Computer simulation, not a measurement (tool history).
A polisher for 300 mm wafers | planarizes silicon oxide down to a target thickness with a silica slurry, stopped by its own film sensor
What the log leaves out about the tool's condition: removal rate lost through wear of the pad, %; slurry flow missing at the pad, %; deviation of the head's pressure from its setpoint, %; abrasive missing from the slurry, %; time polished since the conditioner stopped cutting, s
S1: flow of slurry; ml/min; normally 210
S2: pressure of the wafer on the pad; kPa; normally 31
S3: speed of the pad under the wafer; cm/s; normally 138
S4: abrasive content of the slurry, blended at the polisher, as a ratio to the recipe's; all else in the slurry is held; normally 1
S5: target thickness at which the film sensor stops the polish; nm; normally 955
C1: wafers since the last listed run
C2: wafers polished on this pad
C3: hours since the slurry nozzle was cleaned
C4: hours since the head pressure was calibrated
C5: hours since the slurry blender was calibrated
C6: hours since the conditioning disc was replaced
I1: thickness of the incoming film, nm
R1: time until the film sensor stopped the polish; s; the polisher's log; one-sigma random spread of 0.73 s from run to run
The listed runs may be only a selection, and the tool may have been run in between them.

Run 1, hour 0: usual settings but S2 39.3 kPa; C1 0; C2 2409; C3 236.7; C4 1019.4; C5 445.7; C6 29.9; I1 1272. Result: R1 60.2 s.
Run 2, hour 48.5: usual settings but S1 240 ml/min; C1 581; C2 2990; C3 285.2; C4 1067.9; C5 494.2; C6 78.4; I1 1259.5. Result: R1 70.9 s.
At hour 60.1: slurry blender recalibrated.
At hour 94.2: head pressure recalibrated.
Run 3, hour 113.6: usual settings but S1 235 ml/min; C1 732; C2 3723; C3 350.3; C4 19.4; C5 53.5; C6 143.5; I1 1255.2. Result: R1 70.8 s.
At hour 132.4: worn pad replaced by a new one.
At hour 246.1: slurry nozzle cleaned.
At hour 310.8: conditioning disc replaced and pad reconditioned.
Run 4, hour 399.3: usual settings but S2 35.2 kPa; C1 3341; C2 3163; C3 153.2; C4 305.1; C5 339.2; C6 88.5; I1 1268.1. Result: R1 71.4 s.
At hour 454.3: slurry blender recalibrated.
Run 5, hour 495.1: usual settings but S2 35.2 kPa; C1 1124; C2 4288; C3 249; C4 400.9; C5 40.8; C6 184.3; I1 1272.1. Result: R1 74.2 s.
At hour 541.2: worn pad replaced by a new one.
Run 6, hour 580.8: usual settings; C1 979; C2 474; C3 334.7; C4 486.6; C5 126.5; C6 270; I1 1300.4. Result: R1 90.3 s.
At hour 693: conditioning disc replaced and pad reconditioned, repeated, since the last time left the tool worse.
At hour 696.9: slurry nozzle cleaned.
Run 7, hour 697.5: usual settings; C1 1363; C2 1838; C3 0.6; C4 603.3; C5 243.2; C6 4.5; I1 1287.3. Result: R1 79.2 s.
Run 8, hour 791.8: usual settings but S2 28.3 kPa; C1 1130; C2 2968; C3 94.9; C4 697.6; C5 337.5; C6 98.8; I1 1303.3. Result: R1 88.3 s.
Run 9, hour 830.8: usual settings; C1 467; C2 3436; C3 133.9; C4 736.6; C5 376.5; C6 137.8; I1 1281.7. Result: R1 75.7 s.
At hour 884.4: worn pad replaced by a new one.
Run 10, hour 889.3: usual settings; C1 653; C2 58; C3 192.4; C4 795.1; C5 435; C6 196.3; I1 1279.6. Result: R1 77.1 s.
Run 11, hour 935.9: usual settings; C1 558; C2 617; C3 239; C4 841.7; C5 481.6; C6 242.9; I1 1279.7. Result: R1 77.7 s.
At hour 968.4: slurry blender recalibrated.
Run 12, hour 1011.1: usual settings but S3 168 cm/s, S4 1.3; C1 877; C2 1495; C3 314.2; C4 916.9; C5 42.7; C6 318.1; I1 1284. Result: R1 60.2 s.
At hour 1075.3: conditioning disc replaced and pad reconditioned.
Run 13, hour 1118.7: usual settings but S2 20.7 kPa; C1 1266; C2 2761; C3 421.8; C4 1024.5; C5 150.3; C6 43.4; I1 1276.9. Result: R1 110.5 s.
Run 14, hour 1202.2: usual settings but S1 235 ml/min; C1 1001; C2 3762; C3 505.3; C4 1108; C5 233.8; C6 126.9; I1 1269.2. Result: R1 73.9 s.
At hour 1231.2: head pressure recalibrated.
At hour 1259.8: slurry nozzle cleaned.
At hour 1283.9: worn pad replaced by a new one.
Run 15, hour 1285.5: usual settings but S4 1.1; C1 914; C2 19; C3 25.7; C4 54.3; C5 317.1; C6 210.2; I1 1307.3. Result: R1 79 s.
Run 16, hour 1361.2: usual settings but S1 140 ml/min, S3 100 cm/s, S4 0.8; C1 907; C2 926; C3 101.4; C4 130; C5 392.8; C6 285.9; I1 1296.2. Result: R1 132 s.
At hour 1436.4: slurry blender recalibrated.
Run 17, hour 1447.6: usual settings; C1 1011; C2 1938; C3 187.8; C4 216.4; C5 11.2; C6 372.3; I1 1279.1. Result: R1 80.5 s.
At hour 1494: conditioning disc replaced and pad reconditioned.
Run 18, hour 1498.4: usual settings but S1 260 ml/min; C1 585; C2 2523; C3 238.6; C4 267.2; C5 62; C6 4.4; I1 1280.5. Result: R1 73.8 s.
Run 19, hour 1555.4: usual settings but S1 155 ml/min, S2 33.8 kPa, S3 124 cm/s, S4 1.25; C1 683; C2 3207; C3 295.6; C4 324.2; C5 119; C6 61.4; I1 1270.1. Result: R1 66 s.
Run 20, hour 1636.7: usual settings but S2 35.2 kPa; C1 974; C2 4181; C3 376.9; C4 405.5; C5 200.3; C6 142.7; I1 1279.4. Result: R1 68.6 s.
At hour 1714.2: worn pad replaced by a new one.
At hour 1717: slurry nozzle cleaned.
Run 21, hour 1721.9: usual settings but S2 35.2 kPa; C1 961; C2 80; C3 4.9; C4 490.7; C5 285.5; C6 227.9; I1 1262.7. Result: R1 65.7 s.
Run 22, hour 1775.2: usual settings but S2 35.2 kPa, S5 985 nm; C1 639; C2 719; C3 58.2; C4 544; C5 338.8; C6 281.2; I1 1286. Result: R1 64.7 s.
Run 23, hour 1822.6: usual settings but S2 22.1 kPa, S4 1.25; C1 568; C2 1287; C3 105.6; C4 591.4; C5 386.2; C6 328.6; I1 1261.8. Result: R1 87.4 s.
At hour 1863.2: slurry blender recalibrated.
Run 24, hour 1875.7: usual settings but S4 0.7, S5 915 nm; C1 612; C2 1900; C3 158.7; C4 644.5; C5 12.5; C6 381.7; I1 1279.4. Result: R1 135.2 s.

Branching from run 24: 5 alternative next runs. What would each branch give?
Run A, hour 1876.2: usual settings; C1 5; C2 1906; C3 159.2; C4 645; C5 13; C6 382.2; I1 1289.4. Result: R1 ?.
Run B, hour 1876.2: usual settings but S1 185 ml/min, S2 20.7 kPa, S5 880 nm; C1 5; C2 1906; C3 159.2; C4 645; C5 13; C6 382.2; I1 1289.4. Result: R1 ?.
Run C, hour 1876.2: usual settings but S1 180 ml/min, S3 104 cm/s, S4 1.15; C1 5; C2 1906; C3 159.2; C4 645; C5 13; C6 382.2; I1 1289.4. Result: R1 ?.
Run D, hour 1876.2: usual settings but S1 150 ml/min, S2 20 kPa; C1 5; C2 1906; C3 159.2; C4 645; C5 13; C6 382.2; I1 1289.4. Result: R1 ?.
Run E, hour 1876.2: usual settings but S1 275 ml/min, S2 34.5 kPa, S4 0.85; C1 5; C2 1906; C3 159.2; C4 645; C5 13; C6 382.2; I1 1289.4. Result: R1 ?.

run     R1
  A   83.3
  B  148.6
  C   90.5
  D  129.9
  E   84.9
The same runs, with their run-to-run variation unchanged, on a tool lacking any hidden condition would have given:
run     R1
  A   78.7
  B  142.7
  C   86.3
  D  124.9
  E   79.8
